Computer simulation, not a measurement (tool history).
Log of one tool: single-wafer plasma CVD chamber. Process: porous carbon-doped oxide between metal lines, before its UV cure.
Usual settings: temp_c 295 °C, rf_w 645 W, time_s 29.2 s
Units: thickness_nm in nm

run   hour  temp_c  rf_w  time_s  read-back reference wafer on the same gauge, thickness_nm  thickness_nm
  1      0     295   645    29.2                                                    176.174        174.77
  2   23.6     295   645    29.2                                                    175.761       173.078
  3   42.6     295   645    29.2                                                    175.907        174.77
  4   70.3     295   645    29.2                                                    175.269       174.276
  5   85.4     295   645    29.2                                                    175.163       173.967
  6  101.8     295   645    33.5                                                    175.051       199.012
  7  186.2     295   645    29.2                                                    174.358       171.466
  8  231.2     295   645    29.2                                                     173.53       172.276
  9  245.2     295   645    29.2                                                    173.395       171.596
 10    261     295   680    29.2                                                    173.332       178.103
 11  273.3     295   680    29.2                                                    173.088       177.458
 12  297.4     295   645    32.7                                                    172.878       192.311
 13  313.2     295   645    32.7                                                    172.501       189.656
     344.9  -- thermocouple changed; heater temperature recalibrated
     346.8  -- showerhead replaced
 14  347.3     295   645    32.7                                                    172.169       191.156
 15  375.5     295   645    29.2                                                     171.79        169.84
 16  390.9     295   645    29.2                                                    171.559       168.678
 17    411     295   645    29.2                                                    171.236       170.598
 18  441.9     309   700    23.9                                                    170.712       136.486
     462.8  -- gauge calibrated
 19  486.7     295   645    29.2                                                     178.15       175.879
 20    508     295   645    29.2                                                    177.852       178.019
 21  526.7     295   750    33.9                                                    177.966       225.634
 22  538.9     295   750    29.2                                                    177.902       196.796
     557.6  -- RF generator calibrated
 23  570.9     281   725    31.6                                                    177.729       223.537
 24  584.4     281   550    23.8                                                    177.858       140.797
 25  614.9     295   680    29.2                                                    177.682       182.385
 26  631.8     295   575    26.7                                                    177.525       148.974
 27  646.3     307   680    25.4                                                    177.671       148.894
 28  674.7     307   520      25                                                    177.374       120.478
 29  694.7     295   645    23.4                                                    177.331       142.425
 30  721.6     287   755    25.3                                                    177.452       177.735
 31  750.7     291   535    29.2                                                    177.143       156.973
 32  775.2     295   645    29.2                                                    177.044       176.199

Run 33 comes next. What will it give?
 33  855.1     309   730    33.6                                                          ?             ?

Run 33 gave read-back reference wafer on the same gauge, thickness_nm 176.905, thickness_nm 201.153 nm.
Without the tool's hidden state the same run would have given thickness_nm 202.528 nm.

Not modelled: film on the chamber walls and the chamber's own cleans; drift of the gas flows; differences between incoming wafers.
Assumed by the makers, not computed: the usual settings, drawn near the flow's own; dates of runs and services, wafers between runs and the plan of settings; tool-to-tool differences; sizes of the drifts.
